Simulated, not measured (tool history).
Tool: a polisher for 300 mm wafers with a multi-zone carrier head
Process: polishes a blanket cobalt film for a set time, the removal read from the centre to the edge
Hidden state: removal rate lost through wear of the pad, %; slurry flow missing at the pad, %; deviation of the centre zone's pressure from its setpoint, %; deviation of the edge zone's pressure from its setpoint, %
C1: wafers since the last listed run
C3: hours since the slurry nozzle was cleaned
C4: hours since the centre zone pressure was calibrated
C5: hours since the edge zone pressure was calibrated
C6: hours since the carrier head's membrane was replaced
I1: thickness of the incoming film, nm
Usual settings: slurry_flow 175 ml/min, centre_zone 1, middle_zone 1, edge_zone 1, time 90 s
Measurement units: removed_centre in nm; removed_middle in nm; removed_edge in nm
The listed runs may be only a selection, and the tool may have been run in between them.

{"run": 1, "hour": 0.0, "slurry_flow": 175, "centre_zone": 1, "middle_zone": 1, "edge_zone": 1, "time": 90, "C1": 0, "wafers polished on this pad": 83, "C3": 591, "C4": 786.1, "C5": 1031, "C6": 1428.5, "I1": 1099.8, "removed_centre": 270.9, "removed_middle": 286.8, "removed_edge": 276.4}
{"run": 2, "hour": 9.8, "slurry_flow": 175, "centre_zone": 1, "middle_zone": 1, "edge_zone": 1, "time": 90, "C1": 84, "wafers polished on this pad": 167, "C3": 600.8, "C4": 795.9, "C5": 1040.8, "C6": 1438.3, "I1": 1108.8, "removed_centre": 273.1, "removed_middle": 282.4, "removed_edge": 274.3}
{"run": 3, "hour": 26.0, "slurry_flow": 175, "centre_zone": 1, "middle_zone": 1, "edge_zone": 1, "time": 90, "C1": 138, "wafers polished on this pad": 306, "C3": 617, "C4": 812.1, "C5": 1057, "C6": 1454.5, "I1": 1110.7, "removed_centre": 272.2, "removed_middle": 282, "removed_edge": 277}
{"run": 4, "hour": 43.3, "slurry_flow": 175, "centre_zone": 1, "middle_zone": 1, "edge_zone": 1, "time": 90, "C1": 148, "wafers polished on this pad": 454, "C3": 634.3, "C4": 829.4, "C5": 1074.3, "C6": 1471.8, "I1": 1103.6, "removed_centre": 266.8, "removed_middle": 282, "removed_edge": 271.3}
{"run": 5, "hour": 55.2, "slurry_flow": 175, "centre_zone": 1, "middle_zone": 1, "edge_zone": 1, "time": 90, "C1": 102, "wafers polished on this pad": 556, "C3": 646.2, "C4": 841.3, "C5": 1086.2, "C6": 1483.7, "I1": 1104.7, "removed_centre": 268.2, "removed_middle": 282.6, "removed_edge": 271.5}
{"hour": 66.8, "done": "worn pad replaced by a new one"}
{"run": 6, "hour": 69.5, "slurry_flow": 175, "centre_zone": 1, "middle_zone": 1, "edge_zone": 1, "time": 90, "C1": 88, "wafers polished on this pad": 23, "C3": 660.5, "C4": 855.6, "C5": 1100.5, "C6": 1498, "I1": 1113.2, "removed_centre": 262.8, "removed_middle": 279, "removed_edge": 274.4}
{"hour": 83.3, "done": "slurry nozzle cleaned"}
{"run": 7, "hour": 84.5, "slurry_flow": 175, "centre_zone": 1, "middle_zone": 1, "edge_zone": 1, "time": 99, "C1": 120, "wafers polished on this pad": 143, "C3": 1.2, "C4": 870.6, "C5": 1115.5, "C6": 1513, "I1": 1098.3, "removed_centre": 316, "removed_middle": 326.8, "removed_edge": 318.3}
{"hour": 95.4, "done": "carrier head's membrane replaced by a new one"}
{"hour": 96.9, "done": "edge zone pressure recalibrated"}
{"run": 8, "hour": 97.4, "slurry_flow": 215, "centre_zone": 1, "middle_zone": 1.06, "edge_zone": 1, "time": 90, "C1": 55, "wafers polished on this pad": 199, "C3": 14.1, "C4": 883.5, "C5": 0.5, "C6": 2, "I1": 1100.2, "removed_centre": 295.9, "removed_middle": 316.7, "removed_edge": 291.4}
{"run": 9, "hour": 103.2, "slurry_flow": 215, "centre_zone": 1, "middle_zone": 1.06, "edge_zone": 1, "time": 90, "C1": 49, "wafers polished on this pad": 249, "C3": 19.9, "C4": 889.3, "C5": 6.3, "C6": 7.8, "I1": 1077.8, "removed_centre": 294.6, "removed_middle": 323.5, "removed_edge": 291.9}
{"run": 10, "hour": 116.7, "slurry_flow": 175, "centre_zone": 1.11, "middle_zone": 1, "edge_zone": 1, "time": 106, "C1": 115, "wafers polished on this pad": 364, "C3": 33.4, "C4": 902.8, "C5": 19.8, "C6": 21.3, "I1": 1107.9, "removed_centre": 358.7, "removed_middle": 354.8, "removed_edge": 337.1}
{"run": 11, "hour": 125.5, "slurry_flow": 175, "centre_zone": 1, "middle_zone": 1, "edge_zone": 1, "time": 90, "C1": 75, "wafers polished on this pad": 440, "C3": 42.2, "C4": 911.6, "C5": 28.6, "C6": 30.1, "I1": 1110.5, "removed_centre": 285.4, "removed_middle": 295.8, "removed_edge": 286.7}
{"hour": 134.7, "done": "centre zone pressure recalibrated"}
{"run": 12, "hour": 137.6, "slurry_flow": 175, "centre_zone": 1, "middle_zone": 1, "edge_zone": 0.93, "time": 90, "C1": 86, "wafers polished on this pad": 527, "C3": 54.3, "C4": 2.9, "C5": 40.7, "C6": 42.2, "I1": 1107.9, "removed_centre": 287.8, "removed_middle": 293.2, "removed_edge": 273.3}
{"hour": 153.8, "done": "worn pad replaced by a new one"}
{"run": 13, "hour": 154.3, "slurry_flow": 205, "centre_zone": 1, "middle_zone": 1, "edge_zone": 0.93, "time": 66, "C1": 108, "wafers polished on this pad": 4, "C3": 71, "C4": 19.6, "C5": 57.4, "C6": 58.9, "I1": 1116.3, "removed_centre": 216, "removed_middle": 223.6, "removed_edge": 206.4}
{"run": 14, "hour": 161.5, "slurry_flow": 175, "centre_zone": 1, "middle_zone": 1, "edge_zone": 1, "time": 90, "C1": 61, "wafers polished on this pad": 66, "C3": 78.2, "C4": 26.8, "C5": 64.6, "C6": 66.1, "I1": 1108.3, "removed_centre": 284.4, "removed_middle": 298.3, "removed_edge": 287.7}
{"run": 15, "hour": 172.5, "slurry_flow": 175, "centre_zone": 0.9, "middle_zone": 1.1, "edge_zone": 1.05, "time": 109, "C1": 94, "wafers polished on this pad": 160, "C3": 89.2, "C4": 37.8, "C5": 75.6, "C6": 77.1, "I1": 1108.6, "removed_centre": 320.5, "removed_middle": 383.6, "removed_edge": 349.7}
{"run": 16, "hour": 179.1, "slurry_flow": 175, "centre_zone": 1, "middle_zone": 1.12, "edge_zone": 1.06, "time": 105, "C1": 56, "wafers polished on this pad": 217, "C3": 95.8, "C4": 44.4, "C5": 82.2, "C6": 83.7, "I1": 1115.7, "removed_centre": 332.3, "removed_middle": 377.3, "removed_edge": 346.5}
{"run": 17, "hour": 191.7, "slurry_flow": 130, "centre_zone": 1.12, "middle_zone": 1, "edge_zone": 1, "time": 90, "C1": 108, "wafers polished on this pad": 325, "C3": 108.4, "C4": 57, "C5": 94.8, "C6": 96.3, "I1": 1124.3, "removed_centre": 291.7, "removed_middle": 279.8, "removed_edge": 272.9}
{"run": 18, "hour": 203.2, "slurry_flow": 175, "centre_zone": 1, "middle_zone": 1, "edge_zone": 1, "time": 61, "C1": 98, "wafers polished on this pad": 423, "C3": 119.9, "C4": 68.5, "C5": 106.3, "C6": 107.8, "I1": 1101.1, "removed_centre": 192.5, "removed_middle": 198.5, "removed_edge": 195.8}

4 options for the next run, each taken on its own from the tool as it stands now. Forecast them:
{"run": "A", "hour": 203.6, "slurry_flow": 175, "centre_zone": 1, "middle_zone": 1, "edge_zone": 0.9, "time": 90, "C1": 3, "wafers polished on this pad": 427, "C3": 120.3, "C4": 68.9, "C5": 106.7, "C6": 108.2, "I1": 1102.4, "removed_centre": "?", "removed_middle": "?", "removed_edge": "?"}
{"run": "B", "hour": 203.6, "slurry_flow": 155, "centre_zone": 0.95, "middle_zone": 0.96, "edge_zone": 1, "time": 114, "C1": 3, "wafers polished on this pad": 427, "C3": 120.3, "C4": 68.9, "C5": 106.7, "C6": 108.2, "I1": 1102.4, "removed_centre": "?", "removed_middle": "?", "removed_edge": "?"}
{"run": "C", "hour": 203.6, "slurry_flow": 175, "centre_zone": 0.89, "middle_zone": 1, "edge_zone": 1, "time": 90, "C1": 3, "wafers polished on this pad": 427, "C3": 120.3, "C4": 68.9, "C5": 106.7, "C6": 108.2, "I1": 1102.4, "removed_centre": "?", "removed_middle": "?", "removed_edge": "?"}
{"run": "D", "hour": 203.6, "slurry_flow": 125, "centre_zone": 1, "middle_zone": 1, "edge_zone": 1, "time": 120, "C1": 3, "wafers polished on this pad": 427, "C3": 120.3, "C4": 68.9, "C5": 106.7, "C6": 108.2, "I1": 1102.4, "removed_centre": "?", "removed_middle": "?", "removed_edge": "?"}

run=A removed_centre=284 removed_middle=298.5 removed_edge=271.2
run=B removed_centre=339.5 removed_middle=360.2 removed_edge=355.9
run=C removed_centre=262.7 removed_middle=298.5 removed_edge=285
run=D removed_centre=353 removed_middle=374 removed_edge=363.5
Take away the tool's hidden state, keep each run's random variation, and the runs would have read:
run=A removed_centre=286.3 removed_middle=300.6 removed_edge=272.6
run=B removed_centre=342.6 removed_middle=363 removed_edge=357.9
run=C removed_centre=264.9 removed_middle=300.7 removed_edge=286.5
run=D removed_centre=356.9 removed_middle=377.6 removed_edge=366
